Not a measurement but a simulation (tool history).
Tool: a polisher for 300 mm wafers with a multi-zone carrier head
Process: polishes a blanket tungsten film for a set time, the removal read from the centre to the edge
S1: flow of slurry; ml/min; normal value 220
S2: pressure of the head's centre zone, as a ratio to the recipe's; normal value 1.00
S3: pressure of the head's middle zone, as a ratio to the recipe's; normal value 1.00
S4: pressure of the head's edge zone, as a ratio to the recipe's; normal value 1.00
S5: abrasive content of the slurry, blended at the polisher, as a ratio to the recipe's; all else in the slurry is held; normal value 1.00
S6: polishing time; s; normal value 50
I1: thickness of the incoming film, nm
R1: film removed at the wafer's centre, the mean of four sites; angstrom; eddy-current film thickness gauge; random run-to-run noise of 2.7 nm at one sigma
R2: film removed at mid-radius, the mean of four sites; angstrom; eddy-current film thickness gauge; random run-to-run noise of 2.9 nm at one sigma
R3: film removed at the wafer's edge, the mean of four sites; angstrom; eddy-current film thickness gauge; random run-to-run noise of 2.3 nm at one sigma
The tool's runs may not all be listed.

| run | hour | S1 | S2 | S3 | S4 | S5 | S6 | I1 | R1 | R2 | R3 |
|---|---|---|---|---|---|---|---|---|---|---|---|
| 1 | 0.0 | 220 | 1.00 | 1.00 | 1.00 | 1.00 | 50 | 1009.7 | 2056 | 1960 | 1975 |
| 2 | 6.1 | 220 | 1.00 | 1.00 | 1.00 | 1.00 | 50 | 1007.8 | 2029 | 1948 | 1998 |
| 3 | 13.1 | 195 | 1.00 | 1.00 | 1.00 | 1.00 | 50 | 1009.5 | 2009 | 1903 | 1969 |
| 4 | 28.4 | 195 | 1.00 | 1.00 | 1.00 | 1.00 | 50 | 1019.8 | 1927 | 1907 | 1923 |
| 5 | 46.1 | 220 | 1.00 | 1.00 | 1.00 | 1.00 | 50 | 1024.9 | 1935 | 1841 | 1897 |
|  | 53.2 | worn pad replaced by a new one |
| 6 | 56.0 | 220 | 1.00 | 1.00 | 1.00 | 1.00 | 50 | 1015.6 | 2053 | 2002 | 2010 |
| 7 | 67.1 | 220 | 1.00 | 1.00 | 1.00 | 1.00 | 50 | 1018.7 | 2013 | 1971 | 2030 |
| 8 | 80.5 | 220 | 1.00 | 1.00 | 1.00 | 1.00 | 50 | 1014.1 | 2017 | 1948 | 2048 |
| 9 | 98.3 | 220 | 1.00 | 1.00 | 1.00 | 1.00 | 50 | 1023.4 | 2002 | 1919 | 1984 |
|  | 111.4 | carrier head's membrane replaced by a new one, of another model than before |
| 10 | 115.0 | 220 | 1.00 | 1.00 | 1.00 | 1.00 | 50 | 1019.5 | 1963 | 1895 | 1917 |
| 11 | 127.5 | 220 | 1.00 | 1.00 | 1.00 | 1.15 | 50 | 1013.6 | 2012 | 1960 | 1996 |
| 12 | 138.4 | 220 | 1.00 | 1.03 | 1.10 | 1.00 | 50 | 1007.1 | 1881 | 1933 | 1993 |
|  | 145.4 | worn pad replaced by a new one |
| 13 | 149.5 | 220 | 0.94 | 1.00 | 1.00 | 0.80 | 50 | 1034.7 | 1773 | 1807 | 1842 |
|  | 157.7 | edge zone pressure recalibrated |
| 14 | 166.8 | 220 | 1.00 | 1.00 | 1.00 | 1.00 | 50 | 1031.8 | 1973 | 1909 | 1995 |
|  | 171.9 | centre zone pressure recalibrated |
| 15 | 175.0 | 220 | 1.00 | 1.00 | 1.00 | 1.00 | 50 | 1017.8 | 1997 | 2000 | 1954 |
| 16 | 188.9 | 220 | 1.00 | 1.00 | 1.00 | 1.00 | 50 | 999.7 | 1999 | 1939 | 1967 |
|  | 206.5 | slurry nozzle cleaned |
| 17 | 222.7 | 220 | 1.00 | 1.00 | 0.93 | 0.85 | 50 | 1005.4 | 1788 | 1727 | 1661 |
| 18 | 233.4 | 250 | 1.00 | 1.00 | 1.00 | 1.00 | 39 | 1021.1 | 1490 | 1411 | 1445 |
| 19 | 239.7 | 220 | 0.93 | 1.00 | 1.00 | 1.00 | 41 | 1025.2 | 1432 | 1432 | 1486 |
|  | 252.7 | worn pad replaced by a new one |
| 20 | 254.6 | 220 | 1.00 | 1.00 | 1.00 | 1.00 | 50 | 1010.2 | 2053 | 1958 | 1994 |
| 21 | 268.7 | 220 | 1.00 | 0.90 | 0.94 | 1.00 | 41 | 1019.0 | 1676 | 1420 | 1586 |
| 22 | 282.3 | 220 | 1.00 | 1.10 | 1.00 | 1.00 | 50 | 1026.0 | 2001 | 2208 | 2033 |

How would selected steps in R1 from run to run divide? Give the signed amount a tool lacking its hidden state would still show from settings, what came in and random variation, and the signed amount left for the hidden state, including any gauge scatter that is not in both of the compared results.
The tool's hidden condition here consists of: removal rate lost through wear of the pad, %; slurry flow missing at the pad, %; deviation of the centre zone's pressure from its setpoint, %; deviation of the edge zone's pressure from its setpoint, %.
Run 12 -> 13: S2 1.00 -> 0.94, S3 1.03 -> 1.00, S4 1.10 -> 1.00, S5 1.00 -> 0.80, worn pad replaced by a new one. R1 -108 angstrom: hidden state +140, all else -248.
Run 19 -> 20: S2 0.93 -> 1.00, S6 41 -> 50, worn pad replaced by a new one. R1 +621 angstrom: hidden state +159, all else +462.
Run 20 -> 21: S3 1.00 -> 0.90, S4 1.00 -> 0.94, S6 50 -> 41. R1 -377 angstrom: hidden state -2, all else -375.
